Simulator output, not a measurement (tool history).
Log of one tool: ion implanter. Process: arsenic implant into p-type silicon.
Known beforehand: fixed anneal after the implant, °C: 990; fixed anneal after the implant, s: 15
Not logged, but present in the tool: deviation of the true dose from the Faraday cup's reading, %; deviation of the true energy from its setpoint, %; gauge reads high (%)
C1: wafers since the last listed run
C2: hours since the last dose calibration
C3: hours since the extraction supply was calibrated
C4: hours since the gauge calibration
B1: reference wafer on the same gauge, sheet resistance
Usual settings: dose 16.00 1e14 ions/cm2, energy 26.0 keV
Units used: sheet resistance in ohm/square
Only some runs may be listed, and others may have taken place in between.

{"run": 1, "hour": 0.0, "dose": 16.0, "energy": 32.0, "C1": 0, "C2": 795.2, "C3": 5480.0, "C4": 45.2, "B1": 134.96, "sheet resistance": 105.47}
{"run": 2, "hour": 24.9, "dose": 16.0, "energy": 32.0, "C1": 499, "C2": 820.1, "C3": 5504.9, "C4": 70.1, "B1": 135.0, "sheet resistance": 105.34}
{"run": 3, "hour": 48.9, "dose": 16.0, "energy": 32.0, "C1": 481, "C2": 844.1, "C3": 5528.9, "C4": 94.1, "B1": 135.02, "sheet resistance": 105.3}
{"run": 4, "hour": 72.5, "dose": 16.0, "energy": 26.0, "C1": 473, "C2": 867.7, "C3": 5552.5, "C4": 117.7, "B1": 135.02, "sheet resistance": 115.01}
{"run": 5, "hour": 89.3, "dose": 13.13, "energy": 26.0, "C1": 337, "C2": 884.5, "C3": 5569.3, "C4": 134.5, "B1": 135.02, "sheet resistance": 121.84}
{"run": 6, "hour": 118.0, "dose": 13.13, "energy": 26.0, "C1": 576, "C2": 913.2, "C3": 5598.0, "C4": 163.2, "B1": 135.02, "sheet resistance": 121.64}
{"run": 7, "hour": 132.4, "dose": 16.0, "energy": 26.0, "C1": 289, "C2": 927.6, "C3": 5612.4, "C4": 177.6, "B1": 135.01, "sheet resistance": 114.82}
{"run": 8, "hour": 148.5, "dose": 16.0, "energy": 26.0, "C1": 323, "C2": 943.7, "C3": 5628.5, "C4": 193.7, "B1": 134.98, "sheet resistance": 115.21}
{"run": 9, "hour": 174.2, "dose": 16.0, "energy": 26.0, "C1": 515, "C2": 969.4, "C3": 5654.2, "C4": 219.4, "B1": 134.99, "sheet resistance": 114.83}
{"run": 10, "hour": 197.6, "dose": 16.0, "energy": 26.0, "C1": 469, "C2": 992.8, "C3": 5677.6, "C4": 242.8, "B1": 135.03, "sheet resistance": 115.17}
{"run": 11, "hour": 229.7, "dose": 16.0, "energy": 26.0, "C1": 644, "C2": 1024.9, "C3": 5709.7, "C4": 274.9, "B1": 134.99, "sheet resistance": 114.82}
{"run": 12, "hour": 262.7, "dose": 16.0, "energy": 26.0, "C1": 662, "C2": 1057.9, "C3": 5742.7, "C4": 307.9, "B1": 135.01, "sheet resistance": 115.2}
{"run": 13, "hour": 295.9, "dose": 12.76, "energy": 26.0, "C1": 666, "C2": 1091.1, "C3": 5775.9, "C4": 341.1, "B1": 134.98, "sheet resistance": 122.1}
{"run": 14, "hour": 309.2, "dose": 16.0, "energy": 29.5, "C1": 266, "C2": 1104.4, "C3": 5789.2, "C4": 354.4, "B1": 134.98, "sheet resistance": 108.53}
{"hour": 329.2, "done": "Faraday cup replaced and dose calibrated"}
{"run": 15, "hour": 337.1, "dose": 17.74, "energy": 33.0, "C1": 399, "C2": 7.9, "C3": 5817.1, "C4": 382.3, "B1": 135.0, "sheet resistance": 100.4}
{"run": 16, "hour": 368.6, "dose": 16.0, "energy": 26.0, "C1": 632, "C2": 39.4, "C3": 5848.6, "C4": 413.8, "B1": 135.01, "sheet resistance": 114.09}

Run 17 is up next; what results do you expect?
{"run": 17, "hour": 383.8, "dose": 16.0, "energy": 32.0, "C1": 305, "C2": 54.6, "C3": 5863.8, "C4": 429.0, "B1": "?", "sheet resistance": "?"}

Run 17 came out at B1 135.02, sheet resistance 104.12 ohm/square.
Without the tool's hidden state the same run would have given sheet resistance 105.85 ohm/square.
